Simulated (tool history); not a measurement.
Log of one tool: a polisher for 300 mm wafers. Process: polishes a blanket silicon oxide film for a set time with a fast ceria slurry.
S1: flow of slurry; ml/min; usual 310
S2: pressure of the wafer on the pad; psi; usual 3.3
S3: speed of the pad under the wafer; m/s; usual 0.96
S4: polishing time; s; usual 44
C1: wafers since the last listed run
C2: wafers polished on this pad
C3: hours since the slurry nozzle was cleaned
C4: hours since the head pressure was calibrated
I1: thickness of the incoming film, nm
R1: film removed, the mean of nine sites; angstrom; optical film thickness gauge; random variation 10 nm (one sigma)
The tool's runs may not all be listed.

run   hour   S1   S2    S3  S4   C1    C2     C3     C4      I1     R1
  1    0.0  310  3.3  0.96  44    0   726  228.3   72.2  2279.2   9040
  2   34.1  310  3.3  0.96  44  554  1280  262.4  106.3  2311.5   8605
  3   63.4  310  3.3  0.96  44  476  1756  291.7  135.6  2291.9   7858
      68.0  -- worn pad replaced by a new one
  4   91.9  310  3.3  0.96  44  398   387  320.2  164.1  2331.6   8913
  5  117.3  310  3.3  0.96  32  412   800  345.6  189.5  2331.5   6317
  6  147.1  310  3.3  0.96  32  484  1284  375.4  219.3  2327.9   6026
     169.5  -- worn pad replaced by a new one
  7  176.8  310  3.3  0.96  32  417   119  405.1  249.0  2325.9   6459
  8  204.8  310  3.3  0.96  44  455   574  433.1  277.0  2272.2   8931
  9  237.1  310  3.3  0.96  44  525  1099  465.4  309.3  2309.8   8663
 10  249.9  310  3.3  0.96  44  208  1307  478.2  322.1  2334.2   8504
     274.6  -- worn pad replaced by a new one
 11  282.1  310  3.3  0.96  44  458   121  510.4  354.3  2347.0   9012
     294.2  -- head pressure recalibrated
 12  317.6  375  3.3  0.64  44  544   665  545.9   23.4  2328.7   6194
 13  346.6  405  4.1  0.96  35  471  1137  574.9   52.4  2314.3   7844
     384.4  -- worn pad replaced by a new one
     384.6  -- slurry nozzle cleaned
 14  385.1  310  3.3  0.96  44  557     8    0.5   90.9  2327.6   9161
 15  405.5  255  2.2  0.96  44  331   339   20.9  111.3  2338.7   7081
 16  436.3  310  4.3  1.22  44  500   840   51.7  142.1  2373.6  13240
 17  454.7  265  2.2  0.74  51  299  1139   70.1  160.5  2313.8   6187
 18  469.2  310  2.5  1.22  44  235  1375   84.6  175.0  2326.3   8838
 19  485.0  380  4.0  1.20  44  256  1631  100.4  190.8  2362.2  11551
     491.0  -- worn pad replaced by a new one
 20  515.1  310  3.3  0.96  44  424   392  130.5  220.9  2296.3   9088
 21  533.7  310  4.0  0.70  44  302   694  149.1  239.5  2305.5   7555
 22  549.8  310  3.3  0.96  44  261   956  165.2  255.6  2291.7   8810

Forecast each of these 3 alternatives for the next run:
  A  550.2  395  3.3  0.96  44   6  962  165.6  256.0  2295.7   ?
  B  550.2  310  3.7  0.96  53   6  962  165.6  256.0  2295.7   ?
  C  550.2  310  3.3  0.96  51   6  962  165.6  256.0  2295.7   ?

run     R1
  A   8930
  B  11353
  C  10142
Without the tool's hidden state the same runs would have given:
run     R1
  A   9264
  B  11777
  C  10521

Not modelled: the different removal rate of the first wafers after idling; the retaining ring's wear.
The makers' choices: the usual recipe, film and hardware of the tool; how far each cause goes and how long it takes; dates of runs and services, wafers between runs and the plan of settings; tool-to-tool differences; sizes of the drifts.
